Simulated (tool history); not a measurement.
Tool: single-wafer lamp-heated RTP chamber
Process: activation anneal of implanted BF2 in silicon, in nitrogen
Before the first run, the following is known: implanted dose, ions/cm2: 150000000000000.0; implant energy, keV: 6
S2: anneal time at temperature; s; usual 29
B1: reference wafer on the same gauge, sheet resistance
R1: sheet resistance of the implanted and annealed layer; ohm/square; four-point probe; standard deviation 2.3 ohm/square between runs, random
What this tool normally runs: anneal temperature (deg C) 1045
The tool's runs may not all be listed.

run 1 hour=0.0 | anneal_temperature_(deg_C)=1045 S2=29 | B1=868.41 | R1=809.66
run 2 hour=23.0 | anneal_temperature_(deg_C)=1045 S2=29 | B1=867.69 | R1=813.18
run 3 hour=43.0 | anneal_temperature_(deg_C)=1045 S2=29 | B1=867.48 | R1=811.89
run 4 hour=77.6 | anneal_temperature_(deg_C)=1045 S2=25 | B1=868.69 | R1=820.03
run 5 hour=107.1 | anneal_temperature_(deg_C)=1045 S2=25 | B1=867.79 | R1=816.51
run 6 hour=125.0 | anneal_temperature_(deg_C)=1045 S2=29 | B1=868.92 | R1=808.62
run 7 hour=149.2 | anneal_temperature_(deg_C)=1045 S2=29 | B1=867.60 | R1=808.62
run 8 hour=165.1 | anneal_temperature_(deg_C)=1045 S2=29 | B1=867.40 | R1=811.78
run 9 hour=179.9 | anneal_temperature_(deg_C)=1045 S2=29 | B1=869.14 | R1=809.41
run 10 hour=196.5 | anneal_temperature_(deg_C)=1045 S2=29 | B1=868.22 | R1=802.54
run 11 hour=229.1 | anneal_temperature_(deg_C)=1045 S2=29 | B1=867.95 | R1=803.09
run 12 hour=247.3 | anneal_temperature_(deg_C)=1045 S2=29 | B1=869.61 | R1=804.91
run 13 hour=278.0 | anneal_temperature_(deg_C)=1038 S2=29 | B1=867.84 | R1=812.38
run 14 hour=304.5 | anneal_temperature_(deg_C)=1038 S2=29 | B1=867.07 | R1=814.47
-- hour=332.9 reflector plate cleaned
run 15 hour=335.5 | anneal_temperature_(deg_C)=1060 S2=29 | B1=867.75 | R1=788.37
run 16 hour=350.0 | anneal_temperature_(deg_C)=1066 S2=23 | B1=868.97 | R1=792.91
-- hour=371.2 pyrometer window cleaned and pyrometer calibrated
run 17 hour=371.7 | anneal_temperature_(deg_C)=1070 S2=29 | B1=868.28 | R1=784.18
run 18 hour=384.9 | anneal_temperature_(deg_C)=1022 S2=38 | B1=869.05 | R1=826.99
run 19 hour=408.6 | anneal_temperature_(deg_C)=1045 S2=29 | B1=868.00 | R1=812.86

Run 20, settings as shown, results not yet in. Your forecast:
run 20 hour=435.9 | anneal_temperature_(deg_C)=1070 S2=29 | B1=? | R1=?

B1: 867.48
R1: 785.44 ohm/square
If the tool had no hidden condition, the same run with the same run-to-run variation would have returned R1 786.45 ohm/square.

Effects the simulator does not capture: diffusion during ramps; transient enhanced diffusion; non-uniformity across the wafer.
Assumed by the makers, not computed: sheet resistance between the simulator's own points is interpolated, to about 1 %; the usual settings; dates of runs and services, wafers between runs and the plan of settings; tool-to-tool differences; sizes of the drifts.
